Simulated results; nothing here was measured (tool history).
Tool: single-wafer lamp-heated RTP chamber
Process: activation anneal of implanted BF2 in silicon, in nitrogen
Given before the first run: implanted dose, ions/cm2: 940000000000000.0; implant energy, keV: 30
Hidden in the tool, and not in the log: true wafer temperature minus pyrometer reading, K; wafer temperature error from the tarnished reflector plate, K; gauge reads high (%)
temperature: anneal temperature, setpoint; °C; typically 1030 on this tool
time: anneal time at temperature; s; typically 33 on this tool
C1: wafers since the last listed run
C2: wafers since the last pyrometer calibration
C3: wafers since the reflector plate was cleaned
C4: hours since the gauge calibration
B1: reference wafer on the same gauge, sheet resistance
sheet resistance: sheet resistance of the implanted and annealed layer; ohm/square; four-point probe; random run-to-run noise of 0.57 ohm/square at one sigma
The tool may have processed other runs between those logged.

run 1 hour=0.0 | temperature=1030 time=33 | C1=0 C2=3476 C3=3734 C4=237.1 | B1=153.97 | sheet_resistance=149.26
run 2 hour=36.2 | temperature=1030 time=33 | C1=888 C2=4364 C3=4623 C4=273.3 | B1=153.87 | sheet_resistance=149.59
run 3 hour=76.3 | temperature=1030 time=33 | C1=984 C2=5349 C3=5607 C4=313.4 | B1=154.14 | sheet_resistance=147.29
run 4 hour=112.7 | temperature=1030 time=33 | C1=893 C2=6242 C3=6500 C4=349.8 | B1=153.97 | sheet_resistance=146.05
-- hour=202.8 reflector plate cleaned
-- hour=204.8 pyrometer window cleaned and pyrometer calibrated
run 5 hour=210.0 | temperature=1030 time=33 | C1=2143 C2=128 C3=128 C4=447.1 | B1=154.17 | sheet_resistance=151.18
run 6 hour=286.8 | temperature=1030 time=33 | C1=1885 C2=2013 C3=2013 C4=523.9 | B1=153.97 | sheet_resistance=149.29
run 7 hour=364.4 | temperature=1030 time=33 | C1=1904 C2=3918 C3=3918 C4=601.5 | B1=154.18 | sheet_resistance=148.99
run 8 hour=454.5 | temperature=1030 time=33 | C1=2211 C2=6129 C3=6129 C4=691.6 | B1=154.01 | sheet_resistance=147.45
run 9 hour=549.7 | temperature=1020 time=33 | C1=2336 C2=8466 C3=8466 C4=786.8 | B1=153.91 | sheet_resistance=150.16
-- hour=573.2 pyrometer window cleaned and pyrometer calibrated
-- hour=595.6 reflector plate cleaned
run 10 hour=651.7 | temperature=1020 time=33 | C1=2110 C2=1731 C3=1376 C4=888.8 | B1=153.94 | sheet_resistance=153.84
run 11 hour=748.6 | temperature=1030 time=33 | C1=2378 C2=4110 C3=3754 C4=985.7 | B1=154.15 | sheet_resistance=148.77
run 12 hour=825.6 | temperature=1030 time=33 | C1=1890 C2=6000 C3=5644 C4=1062.7 | B1=153.88 | sheet_resistance=147.29
run 13 hour=873.0 | temperature=1008 time=43 | C1=1163 C2=7163 C3=6808 C4=1110.1 | B1=154.03 | sheet_resistance=153.72
-- hour=910.4 reflector plate cleaned
run 14 hour=936.3 | temperature=1053 time=15 | C1=1357 C2=8520 C3=635 C4=1173.4 | B1=154.02 | sheet_resistance=146.74
-- hour=949.3 pyrometer window cleaned and pyrometer calibrated
-- hour=989.2 gauge calibrated
-- hour=1240.9 reflector plate cleaned
run 15 hour=1249.5 | temperature=1030 time=25 | C1=7294 C2=7172 C3=211 C4=260.3 | B1=154.00 | sheet_resistance=149.21
-- hour=1284.1 pyrometer window cleaned and pyrometer calibrated
run 16 hour=1321.3 | temperature=1019 time=52 | C1=1566 C2=913 C3=1777 C4=332.1 | B1=154.10 | sheet_resistance=150.02
run 17 hour=1382.0 | temperature=1010 time=16 | C1=1489 C2=2402 C3=3267 C4=392.8 | B1=153.99 | sheet_resistance=168.22
run 18 hour=1497.2 | temperature=1004 time=48 | C1=2827 C2=5230 C3=6095 C4=508.0 | B1=154.07 | sheet_resistance=155.51
run 19 hour=1538.9 | temperature=1030 time=33 | C1=1023 C2=6254 C3=7118 C4=549.7 | B1=153.92 | sheet_resistance=147.91
-- hour=1589.7 reflector plate cleaned
-- hour=1614.5 pyrometer window cleaned and pyrometer calibrated
run 20 hour=1615.4 | temperature=1008 time=41 | C1=1485 C2=22 C3=434 C4=626.2 | B1=153.94 | sheet_resistance=159.37
run 21 hour=1674.9 | temperature=1004 time=21 | C1=1460 C2=1482 C3=1895 C4=685.7 | B1=154.04 | sheet_resistance=170.28
run 22 hour=1740.4 | temperature=1038 time=33 | C1=1607 C2=3090 C3=3503 C4=751.2 | B1=154.11 | sheet_resistance=145.76

What if the next run were any one of these 5? Each begins from the tool's condition after run 22:
run A hour=1740.8 | temperature=1030 time=19 | C1=9 C2=3100 C3=3512 C4=751.6 | B1=? | sheet_resistance=?
run B hour=1740.8 | temperature=1030 time=46 | C1=9 C2=3100 C3=3512 C4=751.6 | B1=? | sheet_resistance=?
run C hour=1740.8 | temperature=1022 time=33 | C1=9 C2=3100 C3=3512 C4=751.6 | B1=? | sheet_resistance=?
run D hour=1740.8 | temperature=1040 time=27 | C1=9 C2=3100 C3=3512 C4=751.6 | B1=? | sheet_resistance=?
run E hour=1740.8 | temperature=1053 time=33 | C1=9 C2=3100 C3=3512 C4=751.6 | B1=? | sheet_resistance=?

run=A B1=154.22 sheet_resistance=154.70
run=B B1=154.22 sheet_resistance=144.87
run=C B1=154.22 sheet_resistance=152.02
run=D B1=154.22 sheet_resistance=146.94
run=E B1=154.22 sheet_resistance=140.94
Without the tool's hidden state the same runs would have given:
run=A sheet_resistance=157.10
run=B sheet_resistance=147.29
run=C sheet_resistance=154.80
run=D sheet_resistance=148.97
run=E sheet_resistance=142.41
